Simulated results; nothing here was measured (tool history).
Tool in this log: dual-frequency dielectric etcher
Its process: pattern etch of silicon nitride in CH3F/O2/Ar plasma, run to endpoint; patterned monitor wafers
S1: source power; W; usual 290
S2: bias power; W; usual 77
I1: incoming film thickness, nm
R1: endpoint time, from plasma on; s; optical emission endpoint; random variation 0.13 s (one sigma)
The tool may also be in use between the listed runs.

run,day,S1,S2,I1,R1
1,0,290,62,24.58,39.4
2,1.771,290,62,24.55,39.3
3,4.421,290,77,24.51,35.8
4,8.696,290,77,24.44,35.6
5,10.754,290,77,24.74,36
6,12.867,290,77,24.76,36.1
# day 14.808: wet clean of the chamber
7,14.892,290,77,24.64,35.9
8,17.133,290,77,24.67,35.8
9,18.771,290,77,24.67,35.6
10,22.408,290,77,24.44,35.4
11,24.946,290,77,24.74,35.9
12,26.983,290,77,25.05,36.3
# day 27.5: bias power generator calibrated
# day 33.038: source power generator calibrated
13,34.717,290,66,24.48,38.4
# day 35.867: wet clean of the chamber
14,36.517,290,66,24.47,38.3
15,39.788,290,77,24.41,35.8
16,42.446,290,77,24.64,36.4
17,45.275,290,77,24.57,36.1
18,47.796,290,66,24.55,38.3
19,49.608,220,94,24.51,39.2
20,51.288,320,77,24.61,34.1
21,53.325,290,77,24.39,35.7
22,55.929,340,87,24.36,31
# day 60.233: wet clean of the chamber
23,60.254,330,63,24.84,36.5
24,64.092,290,77,24.39,35.5
# day 65.133: upper electrode replaced
25,66.675,330,64,24.55,36.1
26,68.908,260,68,24.52,40
27,72.508,230,93,24.38,38
28,76.296,360,84,24.66,31
29,79.212,270,77,24.7,37.5
# day 83.771: wet clean of the chamber
30,87.867,310,96,24.49,31.4
31,89.975,310,95,24.57,31.4
# day 90.692: bias power generator calibrated
32,91.983,290,77,24.46,36
33,94.204,290,61,24.38,39.1
34,97.975,290,68,24.44,37.7
35,100.738,290,77,24.28,35.7
36,102.654,290,77,24.45,35.8

For each run, what was the tool's unlogged condition?
etch rate over this chamber's usual, %: 0 in every run
source power that arrives over what is set, %: 0 in every run
H1: bias power that arrives over what is set, %
run,H1
1,1.58
2,1.71
3,1.92
4,2.29
5,2.48
6,2.69
7,2.89
8,3.13
9,3.31
10,3.73
11,4.04
12,4.29
13,-0.218
14,-0.188
15,-0.117
16,-0.0437
17,0.0504
18,0.148
19,0.226
20,0.304
21,0.407
22,0.55
23,0.819
24,1.09
25,1.29
26,1.47
27,1.79
28,2.15
29,2.45
30,3.43
31,3.69
32,0.0754
33,0.0863
34,0.128
35,0.176
36,0.219
